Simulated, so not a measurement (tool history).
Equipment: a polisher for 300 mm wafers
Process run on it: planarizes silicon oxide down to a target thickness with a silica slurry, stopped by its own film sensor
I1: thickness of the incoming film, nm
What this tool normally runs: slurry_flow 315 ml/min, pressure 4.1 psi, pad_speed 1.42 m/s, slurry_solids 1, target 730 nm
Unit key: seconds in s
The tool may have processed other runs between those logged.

Run 1, hour 0: usual settings; I1 1086.7. Result: seconds 94.8 s.
Run 2, hour 14.8: usual settings; I1 1063.5. Result: seconds 86.3 s.
Run 3, hour 23.8: usual settings; I1 1094.1. Result: seconds 94.2 s.
Run 4, hour 33.6: usual settings but target 796 nm; I1 1073.9. Result: seconds 71.2 s.
Run 5, hour 83.2: usual settings but target 796 nm; I1 1083.9. Result: seconds 72.1 s.
Run 6, hour 90.1: usual settings but target 796 nm; I1 1077. Result: seconds 70.9 s.
Run 7, hour 102.2: usual settings; I1 1074.9. Result: seconds 87.4 s.
Run 8, hour 110: usual settings; I1 1076.5. Result: seconds 92.4 s.
Run 9, hour 127.9: usual settings but slurry_solids 1.1; I1 1076.2. Result: seconds 88.2 s.
Run 10, hour 144.1: usual settings but pad_speed 1.6 m/s, slurry_solids 1.2; I1 1077.2. Result: seconds 74.5 s.
Run 11, hour 160.6: usual settings but target 796 nm; I1 1059.2. Result: seconds 64.9 s.
Run 12, hour 176: usual settings but pressure 5.3 psi, pad_speed 1.84 m/s; I1 1074.7. Result: seconds 57.9 s.
Run 13, hour 189: usual settings but target 689 nm; I1 1062.5. Result: seconds 92.5 s.
Run 14, hour 206.8: usual settings but slurry_solids 1.15, target 636 nm; I1 1072.7. Result: seconds 108.7 s.
Run 15, hour 224.4: usual settings but slurry_flow 395 ml/min, pad_speed 0.98 m/s, slurry_solids 0.9, target 640 nm; I1 1079.8. Result: seconds 160.7 s.
Run 16, hour 265.8: usual settings; I1 1075. Result: seconds 89.1 s.
Run 17, hour 280.3: usual settings but pressure 5.2 psi; I1 1070.3. Result: seconds 71.1 s.
Run 18, hour 289.1: usual settings but slurry_flow 285 ml/min, pressure 5 psi, target 684 nm; I1 1078.6. Result: seconds 83.4 s.
Run 19, hour 304.7: usual settings but pressure 4.5 psi, pad_speed 1.16 m/s, target 847 nm; I1 1083.6. Result: seconds 65.5 s.
Run 20, hour 315.9: usual settings but slurry_flow 395 ml/min, pad_speed 0.98 m/s, slurry_solids 0.9, target 640 nm; I1 1072. Result: seconds 150.2 s.
Run 21, hour 323.5: usual settings but slurry_flow 395 ml/min, pad_speed 0.98 m/s, slurry_solids 0.9, target 640 nm; I1 1071.2. Result: seconds 158.9 s.
Run 22, hour 330.1: usual settings but slurry_flow 415 ml/min, slurry_solids 0.7; I1 1075.4. Result: seconds 105.5 s.
Run 23, hour 344.6: usual settings but slurry_flow 230 ml/min, pressure 3.3 psi, pad_speed 1.18 m/s, slurry_solids 0.8; I1 1076.8. Result: seconds 142.9 s.
Run 24, hour 358.6: usual settings but slurry_flow 235 ml/min, pressure 3.7 psi, slurry_solids 1.3, target 613 nm; I1 1082.6. Result: seconds 122.9 s.
Run 25, hour 365.6: usual settings; I1 1061.7. Result: seconds 84.3 s.
Run 26, hour 381.8: usual settings; I1 1078.4. Result: seconds 91.7 s.

Removed from this log: 8 entries logged between the listed runs. Between which two listed runs does each belong, and how does the tool's hidden state at the listed run before it compare with that at the listed run after it?
Run 1 -> run 2: worn pad replaced by a new one (hour 14.3)
  the hidden state is the same at both runs
Run 4 -> run 5: slurry nozzle cleaned (hour 81.5)
  the hidden state is the same at both runs
Run 6 -> run 7: conditioning disc replaced and pad reconditioned (hour 95.8)
  the hidden state is the same at both runs
Run 9 -> run 10: worn pad replaced by a new one (hour 142.6)
  the hidden state is the same at both runs
Run 13 -> run 14: slurry blender recalibrated (hour 194.1)
  the hidden state is the same at both runs
Run 15 -> run 16: head pressure recalibrated (hour 259.7)
  the hidden state is the same at both runs
Run 16 -> run 17: worn pad replaced by a new one (hour 279.8)
  the hidden state is the same at both runs
Run 24 -> run 25: conditioning disc replaced and pad reconditioned (hour 365.1)
  the hidden state is the same at both runs
